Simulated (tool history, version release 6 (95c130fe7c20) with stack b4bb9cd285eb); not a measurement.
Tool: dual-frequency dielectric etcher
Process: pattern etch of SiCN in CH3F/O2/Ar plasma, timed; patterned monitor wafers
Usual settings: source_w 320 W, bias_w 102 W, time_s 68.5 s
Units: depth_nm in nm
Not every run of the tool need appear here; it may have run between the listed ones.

| run | hour | source_w | bias_w | time_s | read-back reference wafer on the same gauge, depth_nm | depth_nm |
|---|---|---|---|---|---|---|
| 1 | 0 | 320 | 108 | 54.5 | 33.3 | 23.76 |
| 2 | 19.3 | 320 | 108 | 54.5 | 33.25 | 23.65 |
|  | 49.7 | wet clean of the chamber |
| 3 | 50.2 | 350 | 112 | 68.5 | 33.24 | 29.81 |
| 4 | 66.2 | 350 | 112 | 68.5 | 33.27 | 29.75 |
| 5 | 95.5 | 350 | 112 | 68.5 | 33.25 | 29.9 |
| 6 | 110.6 | 320 | 96 | 68.5 | 33.34 | 27.84 |
| 7 | 144.1 | 320 | 96 | 68.5 | 33.31 | 27.76 |
| 8 | 157.3 | 320 | 96 | 68.5 | 33.28 | 27.76 |
| 9 | 192.5 | 320 | 102 | 68.5 | 33.32 | 28.35 |
| 10 | 226.9 | 320 | 102 | 68.5 | 33.35 | 28.68 |
|  | 274.5 | upper electrode replaced |
| 11 | 275 | 320 | 102 | 68.5 | 33.36 | 28.63 |
| 12 | 281.5 | 320 | 102 | 68.5 | 33.31 | 28.56 |
| 13 | 294.7 | 320 | 102 | 68.5 | 33.34 | 28.69 |
|  | 312.6 | source power generator calibrated |
| 14 | 322.8 | 320 | 102 | 68.5 | 33.3 | 28.56 |
| 15 | 351.7 | 280 | 83 | 68.5 | 33.28 | 25.93 |
|  | 353.6 | gauge calibrated |
| 16 | 385.7 | 340 | 78 | 68.5 | 33.31 | 28.05 |
| 17 | 403.9 | 350 | 112 | 68.5 | 33.29 | 30.75 |
| 18 | 431.5 | 350 | 112 | 68.5 | 33.3 | 30.67 |
| 19 | 453 | 240 | 102 | 68.5 | 33.33 | 25.79 |
| 20 | 483.1 | 320 | 102 | 68.5 | 33.32 | 29.13 |
| 21 | 514.7 | 370 | 82 | 68.5 | 33.3 | 29.27 |
| 22 | 540.8 | 320 | 102 | 68.5 | 33.29 | 29.01 |
|  | 598.8 | bias power generator calibrated |
|  | 601.4 | wet clean of the chamber |
| 23 | 630 | 320 | 102 | 68.5 | 33.33 | 28.19 |
| 24 | 655.2 | 320 | 117 | 68.5 | 33.26 | 28.89 |
| 25 | 699.7 | 320 | 102 | 79 | 33.29 | 32.4 |
| 26 | 727 | 380 | 123 | 53.5 | 33.3 | 24.82 |

Run 27, settings as shown, results not yet in. Your forecast:
| 27 | 815.5 | 320 | 79 | 58 | ? | ? |

read-back reference wafer on the same gauge, depth_nm: 33.34
depth_nm: 22.96 nm
The same run, on a tool lacking any hidden state, would have yielded depth_nm 22.58 nm.
